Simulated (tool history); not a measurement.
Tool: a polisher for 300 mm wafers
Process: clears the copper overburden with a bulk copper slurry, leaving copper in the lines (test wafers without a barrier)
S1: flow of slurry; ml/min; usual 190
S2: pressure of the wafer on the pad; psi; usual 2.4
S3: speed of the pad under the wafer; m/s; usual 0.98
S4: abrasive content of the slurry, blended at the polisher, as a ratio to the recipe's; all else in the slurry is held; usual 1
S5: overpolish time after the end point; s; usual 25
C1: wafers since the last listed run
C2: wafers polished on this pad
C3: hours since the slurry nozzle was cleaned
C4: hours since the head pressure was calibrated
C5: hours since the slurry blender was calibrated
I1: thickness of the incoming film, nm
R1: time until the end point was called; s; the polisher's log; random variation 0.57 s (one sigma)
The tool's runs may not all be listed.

{"run": 1, "hour": 0.0, "S1": 190, "S2": 2.4, "S3": 0.98, "S4": 1, "S5": 18, "C1": 0, "C2": 331, "C3": 50.8, "C4": 64.6, "C5": 213.7, "I1": 626.4, "R1": 71}
{"hour": 20.7, "done": "slurry blender recalibrated"}
{"run": 2, "hour": 30.9, "S1": 190, "S2": 2.4, "S3": 0.98, "S4": 1, "S5": 18, "C1": 263, "C2": 594, "C3": 81.7, "C4": 95.5, "C5": 10.2, "I1": 613.6, "R1": 69.2}
{"hour": 74.0, "done": "worn pad replaced by a new one"}
{"run": 3, "hour": 100.6, "S1": 190, "S2": 2.4, "S3": 0.98, "S4": 1, "S5": 18, "C1": 598, "C2": 242, "C3": 151.4, "C4": 165.2, "C5": 79.9, "I1": 614.7, "R1": 68}
{"run": 4, "hour": 147.4, "S1": 190, "S2": 2.4, "S3": 0.98, "S4": 1, "S5": 25, "C1": 426, "C2": 668, "C3": 198.2, "C4": 212, "C5": 126.7, "I1": 621.3, "R1": 70.8}
{"hour": 192.1, "done": "worn pad replaced by a new one"}
{"run": 5, "hour": 192.6, "S1": 190, "S2": 2.4, "S3": 0.98, "S4": 1, "S5": 25, "C1": 375, "C2": 4, "C3": 243.4, "C4": 257.2, "C5": 171.9, "I1": 606.7, "R1": 65.8}
{"run": 6, "hour": 226.2, "S1": 190, "S2": 2.4, "S3": 0.98, "S4": 1, "S5": 25, "C1": 305, "C2": 310, "C3": 277, "C4": 290.8, "C5": 205.5, "I1": 603.2, "R1": 65.9}
{"hour": 244.6, "done": "slurry blender recalibrated"}
{"run": 7, "hour": 256.7, "S1": 190, "S2": 2.7, "S3": 0.98, "S4": 1, "S5": 25, "C1": 259, "C2": 569, "C3": 307.5, "C4": 321.3, "C5": 12.1, "I1": 619.2, "R1": 61.7}
{"run": 8, "hour": 316.5, "S1": 125, "S2": 2, "S3": 0.98, "S4": 0.85, "S5": 20, "C1": 544, "C2": 1114, "C3": 367.3, "C4": 381.1, "C5": 71.9, "I1": 612.9, "R1": 102.5}
{"hour": 323.8, "done": "worn pad replaced by a new one"}
{"run": 9, "hour": 351.8, "S1": 190, "S2": 2.1, "S3": 0.84, "S4": 1.15, "S5": 13, "C1": 284, "C2": 254, "C3": 402.6, "C4": 416.4, "C5": 107.2, "I1": 616.5, "R1": 81.8}
{"hour": 372.4, "done": "head pressure recalibrated"}
{"run": 10, "hour": 411.2, "S1": 190, "S2": 2.4, "S3": 0.98, "S4": 1.1, "S5": 37, "C1": 522, "C2": 777, "C3": 462, "C4": 38.8, "C5": 166.6, "I1": 620.6, "R1": 70.7}
{"run": 11, "hour": 447.3, "S1": 160, "S2": 2.4, "S3": 0.98, "S4": 1, "S5": 13, "C1": 328, "C2": 1105, "C3": 498.1, "C4": 74.9, "C5": 202.7, "I1": 622.9, "R1": 78.5}
{"hour": 453.0, "done": "worn pad replaced by a new one"}
{"hour": 459.3, "done": "slurry nozzle cleaned"}
{"run": 12, "hour": 476.9, "S1": 190, "S2": 1.7, "S3": 1.14, "S4": 0.8, "S5": 15, "C1": 223, "C2": 208, "C3": 17.6, "C4": 104.5, "C5": 232.3, "I1": 617.7, "R1": 90.3}
{"hour": 489.3, "done": "slurry blender recalibrated"}
{"run": 13, "hour": 516.9, "S1": 190, "S2": 2.4, "S3": 0.98, "S4": 0.7, "S5": 29, "C1": 345, "C2": 554, "C3": 57.6, "C4": 144.5, "C5": 27.6, "I1": 619.1, "R1": 76.5}
{"hour": 562.5, "done": "worn pad replaced by a new one"}
{"run": 14, "hour": 584.0, "S1": 190, "S2": 2.4, "S3": 0.98, "S4": 1, "S5": 25, "C1": 574, "C2": 195, "C3": 124.7, "C4": 211.6, "C5": 94.7, "I1": 619.3, "R1": 69.2}
{"run": 15, "hour": 612.9, "S1": 190, "S2": 2.4, "S3": 0.82, "S4": 1, "S5": 25, "C1": 263, "C2": 458, "C3": 153.6, "C4": 240.5, "C5": 123.6, "I1": 621.1, "R1": 78.9}

5 ways to go on from here, each from the tool as it stands after run 15. What would each give?
{"run": "A", "hour": 613.4, "S1": 190, "S2": 2.4, "S3": 0.98, "S4": 1, "S5": 25, "C1": 4, "C2": 463, "C3": 154.1, "C4": 241, "C5": 124.1, "I1": 621.3, "R1": "?"}
{"run": "B", "hour": 613.4, "S1": 225, "S2": 1.7, "S3": 0.98, "S4": 0.8, "S5": 33, "C1": 4, "C2": 463, "C3": 154.1, "C4": 241, "C5": 124.1, "I1": 621.3, "R1": "?"}
{"run": "C", "hour": 613.4, "S1": 190, "S2": 2.4, "S3": 0.86, "S4": 1, "S5": 25, "C1": 4, "C2": 463, "C3": 154.1, "C4": 241, "C5": 124.1, "I1": 621.3, "R1": "?"}
{"run": "D", "hour": 613.4, "S1": 190, "S2": 2.4, "S3": 1.28, "S4": 1, "S5": 25, "C1": 4, "C2": 463, "C3": 154.1, "C4": 241, "C5": 124.1, "I1": 621.3, "R1": "?"}
{"run": "E", "hour": 613.4, "S1": 190, "S2": 3, "S3": 0.98, "S4": 1, "S5": 25, "C1": 4, "C2": 463, "C3": 154.1, "C4": 241, "C5": 124.1, "I1": 621.3, "R1": "?"}

run=A R1=68.6
run=B R1=100.3
run=C R1=74.8
run=D R1=56.8
run=E R1=54.9
Without the tool's hidden state the same runs would have given:
run=A R1=66.6
run=B R1=97.3
run=C R1=72.6
run=D R1=55.1
run=E R1=53.3
